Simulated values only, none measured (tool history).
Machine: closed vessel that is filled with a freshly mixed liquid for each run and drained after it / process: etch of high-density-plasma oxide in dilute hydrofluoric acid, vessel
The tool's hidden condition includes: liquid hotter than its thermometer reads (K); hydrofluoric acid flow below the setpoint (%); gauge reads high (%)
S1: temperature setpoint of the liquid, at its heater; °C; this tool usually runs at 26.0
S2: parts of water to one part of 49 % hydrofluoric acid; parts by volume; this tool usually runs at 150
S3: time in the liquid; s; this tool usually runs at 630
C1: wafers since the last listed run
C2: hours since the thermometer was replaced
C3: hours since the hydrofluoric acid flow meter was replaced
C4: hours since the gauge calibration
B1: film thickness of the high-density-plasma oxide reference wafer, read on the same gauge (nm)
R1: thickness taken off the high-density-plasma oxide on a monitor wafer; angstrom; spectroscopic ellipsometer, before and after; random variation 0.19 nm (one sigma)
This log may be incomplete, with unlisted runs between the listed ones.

run 1 day=0.000 | S1=26.0 S2=150 S3=820 | C1=0 C2=121.1 C3=1010.4 C4=1955.4 | B1=150.04 | R1=278.7
run 2 day=1.704 | S1=26.0 S2=150 S3=630 | C1=2129 C2=162.0 C3=1051.3 C4=1996.3 | B1=149.97 | R1=213.2
run 3 day=2.904 | S1=26.0 S2=205 S3=630 | C1=1499 C2=190.8 C3=1080.1 C4=2025.1 | B1=149.98 | R1=149.5
run 4 day=4.392 | S1=26.0 S2=150 S3=630 | C1=1858 C2=226.5 C3=1115.8 C4=2060.8 | B1=150.00 | R1=213.9
run 5 day=6.846 | S1=26.0 S2=150 S3=630 | C1=3067 C2=285.4 C3=1174.7 C4=2119.7 | B1=150.02 | R1=218.8
run 6 day=9.638 | S1=26.0 S2=150 S3=630 | C1=3488 C2=352.4 C3=1241.7 C4=2186.7 | B1=149.97 | R1=217.7
run 7 day=12.558 | S1=26.0 S2=150 S3=630 | C1=3650 C2=422.5 C3=1311.8 C4=2256.8 | B1=150.01 | R1=217.4
-- day=14.675 hydrofluoric acid flow meter replaced
run 8 day=14.688 | S1=26.0 S2=150 S3=630 | C1=2608 C2=473.6 C3=0.3 C4=2307.9 | B1=149.98 | R1=223.1
run 9 day=15.962 | S1=26.0 S2=150 S3=630 | C1=1593 C2=504.2 C3=30.9 C4=2338.5 | B1=149.99 | R1=223.6
run 10 day=17.779 | S1=26.0 S2=150 S3=630 | C1=2270 C2=547.8 C3=74.5 C4=2382.1 | B1=150.00 | R1=226.4
run 11 day=19.329 | S1=26.0 S2=150 S3=630 | C1=1937 C2=585.0 C3=111.7 C4=2419.3 | B1=150.00 | R1=222.3
-- day=21.129 thermometer replaced
run 12 day=21.825 | S1=26.0 S2=170 S3=630 | C1=3067 C2=16.7 C3=171.6 C4=2479.2 | B1=150.01 | R1=183.5
run 13 day=24.642 | S1=26.0 S2=170 S3=630 | C1=3520 C2=84.3 C3=239.2 C4=2546.8 | B1=150.00 | R1=183.1
-- day=26.558 gauge calibrated
run 14 day=32.050 | S1=26.0 S2=150 S3=630 | C1=9258 C2=262.1 C3=417.0 C4=131.8 | B1=149.99 | R1=216.8
run 15 day=33.996 | S1=23.0 S2=150 S3=425 | C1=2431 C2=308.8 C3=463.7 C4=178.5 | B1=150.01 | R1=129.6
run 16 day=36.292 | S1=28.0 S2=195 S3=630 | C1=2869 C2=363.9 C3=518.8 C4=233.6 | B1=150.01 | R1=172.9
run 17 day=37.583 | S1=21.0 S2=200 S3=630 | C1=1614 C2=394.9 C3=549.8 C4=264.6 | B1=150.02 | R1=128.8
run 18 day=39.962 | S1=26.0 S2=200 S3=630 | C1=2973 C2=452.0 C3=606.9 C4=321.7 | B1=149.99 | R1=157.3
run 19 day=42.775 | S1=26.0 S2=150 S3=890 | C1=3514 C2=519.5 C3=674.4 C4=389.2 | B1=150.01 | R1=310.8
run 20 day=43.950 | S1=26.0 S2=150 S3=630 | C1=1468 C2=547.7 C3=702.6 C4=417.4 | B1=150.03 | R1=223.1
run 21 day=45.896 | S1=27.5 S2=200 S3=325 | C1=2431 C2=594.4 C3=749.3 C4=464.1 | B1=150.04 | R1=86.4
-- day=47.208 thermometer replaced
run 22 day=48.246 | S1=26.0 S2=150 S3=630 | C1=2884 C2=24.9 C3=805.7 C4=520.5 | B1=149.97 | R1=213.3
run 23 day=51.162 | S1=26.0 S2=195 S3=630 | C1=3645 C2=94.9 C3=875.7 C4=590.5 | B1=149.96 | R1=156.6
run 24 day=53.425 | S1=21.5 S2=205 S3=780 | C1=2827 C2=149.2 C3=930.0 C4=644.8 | B1=149.98 | R1=155.3
run 25 day=56.138 | S1=28.0 S2=150 S3=630 | C1=3389 C2=214.3 C3=995.1 C4=709.9 | B1=149.99 | R1=232.8
run 26 day=58.592 | S1=26.0 S2=150 S3=630 | C1=3067 C2=273.2 C3=1054.0 C4=768.8 | B1=149.98 | R1=217.1
run 27 day=60.075 | S1=26.0 S2=120 S3=765 | C1=1853 C2=308.8 C3=1089.6 C4=804.4 | B1=150.02 | R1=344.9
run 28 day=61.308 | S1=24.0 S2=185 S3=325 | C1=1541 C2=338.4 C3=1119.2 C4=834.0 | B1=150.02 | R1=82.1
run 29 day=64.158 | S1=26.0 S2=150 S3=630 | C1=3561 C2=406.8 C3=1187.6 C4=902.4 | B1=150.01 | R1=222.7
-- day=67.775 thermometer replaced
run 30 day=69.583 | S1=28.0 S2=170 S3=275 | C1=6727 C2=43.4 C3=1317.8 C4=1032.6 | B1=149.97 | R1=85.2
run 31 day=71.971 | S1=26.0 S2=150 S3=630 | C1=2983 C2=100.7 C3=1375.1 C4=1089.9 | B1=150.01 | R1=211.8
run 32 day=74.567 | S1=26.0 S2=150 S3=630 | C1=3244 C2=163.0 C3=1437.4 C4=1152.2 | B1=150.01 | R1=213.8

Hidden state at the last listed run before each entry between runs and at the first one after, where it differs:
After run 7, before run 8: hydrofluoric acid flow meter replaced (day 14.675)
  liquid hotter than its thermometer reads (K): 1.22 -> 1.35
  measured result minus the result with no hidden state, R1: +9.7 -> +11.0 angstrom
After run 11, before run 12: thermometer replaced (day 21.129)
  liquid hotter than its thermometer reads (K): 1.63 -> 0.0932
  measured result minus the result with no hidden state, R1: +13.0 -> +0.6 angstrom
After run 13, before run 14: gauge calibrated (day 26.558)
  liquid hotter than its thermometer reads (K): 0.262 -> 0.704
  measured result minus the result with no hidden state, R1: +1.8 -> +5.6 angstrom
After run 21, before run 22: thermometer replaced (day 47.208)
  liquid hotter than its thermometer reads (K): 1.53 -> 0.265
  measured result minus the result with no hidden state, R1: +4.5 -> +2.1 angstrom
After run 29, before run 30: thermometer replaced (day 67.775)
  liquid hotter than its thermometer reads (K): 1.22 -> 0.116
  measured result minus the result with no hidden state, R1: +9.9 -> +0.4 angstrom

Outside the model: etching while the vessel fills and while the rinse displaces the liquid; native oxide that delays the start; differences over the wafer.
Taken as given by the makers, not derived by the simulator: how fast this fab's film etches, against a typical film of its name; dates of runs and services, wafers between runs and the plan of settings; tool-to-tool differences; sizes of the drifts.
